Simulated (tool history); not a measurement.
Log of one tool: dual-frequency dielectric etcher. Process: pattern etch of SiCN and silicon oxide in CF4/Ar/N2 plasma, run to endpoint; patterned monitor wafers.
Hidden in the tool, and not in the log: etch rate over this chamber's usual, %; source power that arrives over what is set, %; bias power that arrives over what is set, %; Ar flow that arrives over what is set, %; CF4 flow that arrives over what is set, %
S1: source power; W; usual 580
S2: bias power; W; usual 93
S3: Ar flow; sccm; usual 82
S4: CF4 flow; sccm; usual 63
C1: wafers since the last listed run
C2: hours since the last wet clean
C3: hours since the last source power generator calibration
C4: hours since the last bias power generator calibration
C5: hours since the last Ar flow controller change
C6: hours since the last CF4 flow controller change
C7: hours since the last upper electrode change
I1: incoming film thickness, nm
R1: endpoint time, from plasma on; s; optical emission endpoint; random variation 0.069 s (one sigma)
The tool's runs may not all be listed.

| run | hour | S1 | S2 | S3 | S4 | C1 | C2 | C3 | C4 | C5 | C6 | C7 | I1 | R1 |
|---|---|---|---|---|---|---|---|---|---|---|---|---|---|---|
| 1 | 0.0 | 580 | 93 | 82 | 63 | 0 | 252.9 | 3974.7 | 3187.7 | 4968.1 | 2740.5 | 2208.7 | 14.12 | 12.8 |
| 2 | 13.5 | 580 | 93 | 82 | 63 | 131 | 266.4 | 3988.2 | 3201.2 | 4981.6 | 2754.0 | 2222.2 | 14.02 | 12.7 |
| 3 | 28.9 | 580 | 93 | 82 | 63 | 150 | 281.8 | 4003.6 | 3216.6 | 4997.0 | 2769.4 | 2237.6 | 14.22 | 12.8 |
| 4 | 42.1 | 580 | 93 | 82 | 63 | 128 | 295.0 | 4016.8 | 3229.8 | 5010.2 | 2782.6 | 2250.8 | 14.07 | 12.7 |
|  | 67.1 | CF4 flow controller replaced |
|  | 69.1 | source power generator calibrated |
|  | 81.5 | upper electrode replaced, of another model than before |
| 5 | 82.0 | 580 | 93 | 82 | 63 | 190 | 334.9 | 12.9 | 3269.7 | 5050.1 | 14.9 | 0.5 | 13.88 | 12.5 |
| 6 | 82.3 | 580 | 93 | 82 | 63 | 2 | 335.2 | 13.2 | 3270.0 | 5050.4 | 15.2 | 0.8 | 13.92 | 12.5 |
| 7 | 86.5 | 580 | 93 | 82 | 63 | 40 | 339.4 | 17.4 | 3274.2 | 5054.6 | 19.4 | 5.0 | 13.94 | 12.5 |
| 8 | 94.7 | 580 | 77 | 82 | 63 | 79 | 347.6 | 25.6 | 3282.4 | 5062.8 | 27.6 | 13.2 | 14.12 | 13.3 |
| 9 | 101.2 | 480 | 112 | 65 | 74 | 63 | 354.1 | 32.1 | 3288.9 | 5069.3 | 34.1 | 19.7 | 14.12 | 13.1 |
|  | 126.0 | wet clean of the chamber |
| 10 | 126.5 | 580 | 93 | 82 | 63 | 12 | 0.5 | 57.4 | 3314.2 | 5094.6 | 59.4 | 45.0 | 14.09 | 13.1 |
| 11 | 126.8 | 580 | 93 | 82 | 63 | 2 | 0.8 | 57.7 | 3314.5 | 5094.9 | 59.7 | 45.3 | 14.14 | 13.2 |
| 12 | 136.8 | 640 | 93 | 82 | 63 | 97 | 10.8 | 67.7 | 3324.5 | 5104.9 | 69.7 | 55.3 | 14.11 | 12.3 |
|  | 142.2 | bias power generator calibrated |
|  | 159.0 | Ar flow controller replaced |
| 13 | 159.5 | 580 | 80 | 82 | 63 | 123 | 33.5 | 90.4 | 17.3 | 0.5 | 92.4 | 78.0 | 14.05 | 13.5 |
| 14 | 167.2 | 580 | 93 | 100 | 58 | 75 | 41.2 | 98.1 | 25.0 | 8.2 | 100.1 | 85.7 | 14.24 | 13.6 |
| 15 | 174.1 | 580 | 93 | 67 | 63 | 67 | 48.1 | 105.0 | 31.9 | 15.1 | 107.0 | 92.6 | 14.28 | 12.8 |
| 16 | 186.5 | 580 | 93 | 82 | 63 | 120 | 60.5 | 117.4 | 44.3 | 27.5 | 119.4 | 105.0 | 14.15 | 13.1 |
| 17 | 214.6 | 620 | 101 | 90 | 50 | 274 | 88.6 | 145.5 | 72.4 | 55.6 | 147.5 | 133.1 | 14.01 | 12.5 |

Forecast each of these 3 alternatives for the next run:
| A | 215.0 | 580 | 93 | 82 | 76 | 3 | 89.0 | 145.9 | 72.8 | 56.0 | 147.9 | 133.5 | 14.06 | ? |
| B | 215.0 | 670 | 100 | 89 | 56 | 3 | 89.0 | 145.9 | 72.8 | 56.0 | 147.9 | 133.5 | 14.06 | ? |
| C | 215.0 | 580 | 72 | 82 | 56 | 3 | 89.0 | 145.9 | 72.8 | 56.0 | 147.9 | 133.5 | 14.06 | ? |

| run | R1 |
|---|---|
| A | 12.7 |
| B | 11.8 |
| C | 13.9 |
Without the tool's hidden state the same runs would have given:
| run | R1 |
|---|---|
| A | 12.9 |
| B | 11.9 |
| C | 14.1 |
